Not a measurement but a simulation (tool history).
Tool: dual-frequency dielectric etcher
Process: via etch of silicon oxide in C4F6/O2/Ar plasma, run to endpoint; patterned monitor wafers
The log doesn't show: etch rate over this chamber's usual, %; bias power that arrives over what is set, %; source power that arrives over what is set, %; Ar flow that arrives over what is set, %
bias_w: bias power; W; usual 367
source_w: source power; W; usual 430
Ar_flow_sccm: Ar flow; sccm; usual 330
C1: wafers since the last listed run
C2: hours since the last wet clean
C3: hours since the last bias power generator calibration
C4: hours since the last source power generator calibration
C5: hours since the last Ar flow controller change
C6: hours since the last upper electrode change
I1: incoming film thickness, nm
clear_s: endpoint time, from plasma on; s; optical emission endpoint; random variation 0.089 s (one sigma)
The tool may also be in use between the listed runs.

{"run": 1, "day": 0.0, "bias_w": 367, "source_w": 360, "Ar_flow_sccm": 330, "C1": 0, "C2": 522.7, "C3": 435.7, "C4": 1307.1, "C5": 2894.8, "C6": 4213.6, "I1": 102.6, "clear_s": 26.4}
{"run": 2, "day": 4.429, "bias_w": 367, "source_w": 470, "Ar_flow_sccm": 330, "C1": 1234, "C2": 629.0, "C3": 542.0, "C4": 1413.4, "C5": 3001.1, "C6": 4319.9, "I1": 103.7, "clear_s": 24.8}
{"day": 6.658, "done": "wet clean of the chamber"}
{"run": 3, "day": 6.871, "bias_w": 367, "source_w": 430, "Ar_flow_sccm": 330, "C1": 401, "C2": 5.1, "C3": 600.6, "C4": 1472.0, "C5": 3059.7, "C6": 4378.5, "I1": 102.7, "clear_s": 25.3}
{"run": 4, "day": 10.567, "bias_w": 298, "source_w": 430, "Ar_flow_sccm": 330, "C1": 1030, "C2": 93.8, "C3": 689.3, "C4": 1560.7, "C5": 3148.4, "C6": 4467.2, "I1": 101.9, "clear_s": 27.0}
{"run": 5, "day": 13.504, "bias_w": 298, "source_w": 430, "Ar_flow_sccm": 330, "C1": 818, "C2": 164.3, "C3": 759.8, "C4": 1631.2, "C5": 3218.9, "C6": 4537.7, "I1": 103.5, "clear_s": 27.7}
{"day": 14.779, "done": "source power generator calibrated"}
{"run": 6, "day": 16.379, "bias_w": 367, "source_w": 510, "Ar_flow_sccm": 297, "C1": 754, "C2": 233.3, "C3": 828.8, "C4": 38.4, "C5": 3287.9, "C6": 4606.7, "I1": 103.1, "clear_s": 23.9}
{"run": 7, "day": 19.408, "bias_w": 367, "source_w": 480, "Ar_flow_sccm": 330, "C1": 844, "C2": 306.0, "C3": 901.5, "C4": 111.1, "C5": 3360.6, "C6": 4679.4, "I1": 102.8, "clear_s": 24.5}
{"run": 8, "day": 22.792, "bias_w": 367, "source_w": 480, "Ar_flow_sccm": 330, "C1": 943, "C2": 387.2, "C3": 982.7, "C4": 192.3, "C5": 3441.8, "C6": 4760.6, "I1": 103.2, "clear_s": 24.6}
{"run": 9, "day": 26.804, "bias_w": 367, "source_w": 430, "Ar_flow_sccm": 367, "C1": 1118, "C2": 483.5, "C3": 1079.0, "C4": 288.6, "C5": 3538.1, "C6": 4856.9, "I1": 102.7, "clear_s": 25.4}
{"run": 10, "day": 28.342, "bias_w": 414, "source_w": 430, "Ar_flow_sccm": 330, "C1": 428, "C2": 520.4, "C3": 1115.9, "C4": 325.5, "C5": 3575.0, "C6": 4893.8, "I1": 103.1, "clear_s": 24.2}
{"day": 30.892, "done": "wet clean of the chamber"}
{"run": 11, "day": 31.462, "bias_w": 414, "source_w": 430, "Ar_flow_sccm": 330, "C1": 591, "C2": 13.7, "C3": 1190.8, "C4": 400.4, "C5": 3649.9, "C6": 4968.7, "I1": 103.3, "clear_s": 24.4}
{"run": 12, "day": 33.742, "bias_w": 367, "source_w": 450, "Ar_flow_sccm": 330, "C1": 635, "C2": 68.4, "C3": 1245.5, "C4": 455.1, "C5": 3704.6, "C6": 5023.4, "I1": 102.3, "clear_s": 25.0}
{"run": 13, "day": 38.1, "bias_w": 441, "source_w": 500, "Ar_flow_sccm": 268, "C1": 1214, "C2": 173.0, "C3": 1350.1, "C4": 559.7, "C5": 3809.2, "C6": 5128.0, "I1": 103.0, "clear_s": 22.4}
{"run": 14, "day": 39.821, "bias_w": 367, "source_w": 330, "Ar_flow_sccm": 359, "C1": 479, "C2": 214.3, "C3": 1391.4, "C4": 601.0, "C5": 3850.5, "C6": 5169.3, "I1": 102.8, "clear_s": 27.5}
{"run": 15, "day": 41.733, "bias_w": 367, "source_w": 430, "Ar_flow_sccm": 330, "C1": 533, "C2": 260.2, "C3": 1437.3, "C4": 646.9, "C5": 3896.4, "C6": 5215.2, "I1": 103.2, "clear_s": 25.5}
{"run": 16, "day": 44.5, "bias_w": 405, "source_w": 390, "Ar_flow_sccm": 277, "C1": 771, "C2": 326.6, "C3": 1503.7, "C4": 713.3, "C5": 3962.8, "C6": 5281.6, "I1": 103.2, "clear_s": 25.0}
{"day": 48.962, "done": "upper electrode replaced"}
{"day": 54.354, "done": "wet clean of the chamber"}
{"run": 17, "day": 57.138, "bias_w": 436, "source_w": 330, "Ar_flow_sccm": 269, "C1": 2965, "C2": 66.8, "C3": 1807.0, "C4": 1016.6, "C5": 4266.1, "C6": 196.2, "I1": 103.6, "clear_s": 25.5}
{"run": 18, "day": 60.012, "bias_w": 282, "source_w": 430, "Ar_flow_sccm": 378, "C1": 801, "C2": 135.8, "C3": 1876.0, "C4": 1085.6, "C5": 4335.1, "C6": 265.2, "I1": 102.5, "clear_s": 28.4}
{"run": 19, "day": 68.958, "bias_w": 367, "source_w": 430, "Ar_flow_sccm": 330, "C1": 2493, "C2": 350.5, "C3": 2090.7, "C4": 1300.3, "C5": 4549.8, "C6": 479.9, "I1": 103.1, "clear_s": 25.5}
{"day": 72.725, "done": "Ar flow controller replaced"}
{"run": 20, "day": 73.417, "bias_w": 367, "source_w": 480, "Ar_flow_sccm": 270, "C1": 1173, "C2": 457.5, "C3": 2197.7, "C4": 1407.3, "C5": 16.6, "C6": 586.9, "I1": 103.1, "clear_s": 24.6}
{"run": 21, "day": 76.533, "bias_w": 449, "source_w": 520, "Ar_flow_sccm": 293, "C1": 868, "C2": 532.3, "C3": 2272.5, "C4": 1482.1, "C5": 91.4, "C6": 661.7, "I1": 101.9, "clear_s": 22.1}
{"day": 79.204, "done": "bias power generator calibrated"}
{"day": 79.471, "done": "source power generator calibrated"}
{"run": 22, "day": 80.15, "bias_w": 367, "source_w": 430, "Ar_flow_sccm": 264, "C1": 915, "C2": 619.1, "C3": 22.7, "C4": 16.3, "C5": 178.2, "C6": 748.5, "I1": 103.3, "clear_s": 25.1}
{"day": 81.888, "done": "wet clean of the chamber"}
{"run": 23, "day": 83.85, "bias_w": 282, "source_w": 330, "Ar_flow_sccm": 363, "C1": 752, "C2": 47.1, "C3": 111.5, "C4": 105.1, "C5": 267.0, "C6": 837.3, "I1": 103.1, "clear_s": 30.6}
{"run": 24, "day": 86.533, "bias_w": 451, "source_w": 380, "Ar_flow_sccm": 284, "C1": 747, "C2": 111.5, "C3": 175.9, "C4": 169.5, "C5": 331.4, "C6": 901.7, "I1": 103.4, "clear_s": 24.2}
{"run": 25, "day": 96.425, "bias_w": 367, "source_w": 330, "Ar_flow_sccm": 330, "C1": 2757, "C2": 348.9, "C3": 413.3, "C4": 406.9, "C5": 568.8, "C6": 1139.1, "I1": 103.0, "clear_s": 27.4}
{"day": 110.217, "done": "wet clean of the chamber"}
{"run": 26, "day": 110.238, "bias_w": 367, "source_w": 430, "Ar_flow_sccm": 330, "C1": 3571, "C2": 0.5, "C3": 744.8, "C4": 738.4, "C5": 900.3, "C6": 1470.6, "I1": 102.0, "clear_s": 24.9}
{"run": 27, "day": 114.092, "bias_w": 316, "source_w": 390, "Ar_flow_sccm": 371, "C1": 1074, "C2": 93.0, "C3": 837.3, "C4": 830.9, "C5": 992.8, "C6": 1563.1, "I1": 102.1, "clear_s": 27.6}
{"run": 28, "day": 115.712, "bias_w": 367, "source_w": 430, "Ar_flow_sccm": 330, "C1": 451, "C2": 131.9, "C3": 876.2, "C4": 869.8, "C5": 1031.7, "C6": 1602.0, "I1": 102.8, "clear_s": 25.3}

Forecast each of these 5 alternatives for the next run:
{"run": "A", "day": 115.729, "bias_w": 367, "source_w": 430, "Ar_flow_sccm": 330, "C1": 4, "C2": 132.3, "C3": 876.6, "C4": 870.2, "C5": 1032.1, "C6": 1602.4, "I1": 102.3, "clear_s": "?"}
{"run": "B", "day": 115.729, "bias_w": 297, "source_w": 430, "Ar_flow_sccm": 380, "C1": 4, "C2": 132.3, "C3": 876.6, "C4": 870.2, "C5": 1032.1, "C6": 1602.4, "I1": 102.3, "clear_s": "?"}
{"run": "C", "day": 115.729, "bias_w": 367, "source_w": 430, "Ar_flow_sccm": 390, "C1": 4, "C2": 132.3, "C3": 876.6, "C4": 870.2, "C5": 1032.1, "C6": 1602.4, "I1": 102.3, "clear_s": "?"}
{"run": "D", "day": 115.729, "bias_w": 442, "source_w": 390, "Ar_flow_sccm": 307, "C1": 4, "C2": 132.3, "C3": 876.6, "C4": 870.2, "C5": 1032.1, "C6": 1602.4, "I1": 102.3, "clear_s": "?"}
{"run": "E", "day": 115.729, "bias_w": 367, "source_w": 320, "Ar_flow_sccm": 355, "C1": 4, "C2": 132.3, "C3": 876.6, "C4": 870.2, "C5": 1032.1, "C6": 1602.4, "I1": 102.3, "clear_s": "?"}

run=A clear_s=25.2
run=B clear_s=27.6
run=C clear_s=25.5
run=D clear_s=24.0
run=E clear_s=27.5
Without the tool's hidden state the same runs would have given:
run=A clear_s=25.1
run=B clear_s=27.5
run=C clear_s=25.4
run=D clear_s=23.9
run=E clear_s=27.5
